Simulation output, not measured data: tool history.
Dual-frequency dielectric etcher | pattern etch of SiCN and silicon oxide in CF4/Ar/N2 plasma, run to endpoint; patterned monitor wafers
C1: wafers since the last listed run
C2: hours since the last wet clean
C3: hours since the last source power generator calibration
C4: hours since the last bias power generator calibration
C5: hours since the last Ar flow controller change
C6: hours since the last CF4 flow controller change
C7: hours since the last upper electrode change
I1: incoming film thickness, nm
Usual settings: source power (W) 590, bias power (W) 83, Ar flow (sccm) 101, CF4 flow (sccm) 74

Run 1, hour 0.0: usual settings; C1 0; C2 354.3; C3 336.1; C4 3131.5; C5 1500.8; C6 2979.9; C7 199.5; I1 17.53. Result: endpoint time (s) 15.1.
Run 2, hour 39.9: usual settings; C1 432; C2 394.2; C3 376.0; C4 3171.4; C5 1540.7; C6 3019.8; C7 239.4; I1 17.18. Result: endpoint time (s) 15.0.
Run 3, hour 71.1: usual settings; C1 338; C2 425.4; C3 407.2; C4 3202.6; C5 1571.9; C6 3051.0; C7 270.6; I1 17.34. Result: endpoint time (s) 14.9.
Run 4, hour 157.6: usual settings; C1 937; C2 511.9; C3 493.7; C4 3289.1; C5 1658.4; C6 3137.5; C7 357.1; I1 17.59. Result: endpoint time (s) 15.1.
At hour 217.7: wet clean of the chamber.
Run 5, hour 223.4: usual settings; C1 453; C2 5.7; C3 559.5; C4 3354.9; C5 1724.2; C6 3203.3; C7 422.9; I1 17.26. Result: endpoint time (s) 15.6.
Run 6, hour 277.1: usual settings; C1 582; C2 59.4; C3 613.2; C4 3408.6; C5 1777.9; C6 3257.0; C7 476.6; I1 17.38. Result: endpoint time (s) 15.5.
Run 7, hour 331.7: usual settings but source power (W) 710, CF4 flow (sccm) 92; C1 591; C2 114.0; C3 667.8; C4 3463.2; C5 1832.5; C6 3311.6; C7 531.2; I1 17.42. Result: endpoint time (s) 13.3.
Run 8, hour 358.9: usual settings but bias power (W) 96, CF4 flow (sccm) 56; C1 294; C2 141.2; C3 695.0; C4 3490.4; C5 1859.7; C6 3338.8; C7 558.4; I1 17.36. Result: endpoint time (s) 15.3.
At hour 394.3: bias power generator calibrated.
Run 9, hour 407.9: usual settings; C1 487; C2 190.2; C3 744.0; C4 13.6; C5 1908.7; C6 3387.8; C7 607.4; I1 17.45. Result: endpoint time (s) 15.5.
Run 10, hour 493.6: usual settings but bias power (W) 100, Ar flow (sccm) 90; C1 928; C2 275.9; C3 829.7; C4 99.3; C5 1994.4; C6 3473.5; C7 693.1; I1 17.54. Result: endpoint time (s) 14.1.
Run 11, hour 519.9: usual settings; C1 285; C2 302.2; C3 856.0; C4 125.6; C5 2020.7; C6 3499.8; C7 719.4; I1 17.66. Result: endpoint time (s) 15.6.
At hour 533.2: Ar flow controller replaced.
Run 12, hour 564.1: usual settings but bias power (W) 64; C1 414; C2 346.4; C3 900.2; C4 169.8; C5 30.9; C6 3544.0; C7 763.6; I1 17.52. Result: endpoint time (s) 17.0.
Run 13, hour 625.4: usual settings but source power (W) 550; C1 664; C2 407.7; C3 961.5; C4 231.1; C5 92.2; C6 3605.3; C7 824.9; I1 17.49. Result: endpoint time (s) 15.7.
Run 14, hour 667.4: usual settings but source power (W) 540, bias power (W) 71; C1 455; C2 449.7; C3 1003.5; C4 273.1; C5 134.2; C6 3647.3; C7 866.9; I1 17.38. Result: endpoint time (s) 16.6.
At hour 707.1: CF4 flow controller replaced.
At hour 733.7: wet clean of the chamber.
Run 15, hour 735.7: usual settings but source power (W) 500, bias power (W) 73, Ar flow (sccm) 87, CF4 flow (sccm) 85; C1 415; C2 2.0; C3 1071.8; C4 341.4; C5 202.5; C6 28.6; C7 935.2; I1 17.41. Result: endpoint time (s) 17.0.

Forecast run 16:
Run 16, hour 802.4: usual settings but bias power (W) 64; C1 723; C2 68.7; C3 1138.5; C4 408.1; C5 269.2; C6 95.3; C7 1001.9; I1 17.53. Result: endpoint time (s) ?.

endpoint time (s): 17.6
Without the tool's hidden state the same run would have given endpoint time (s) 17.6.
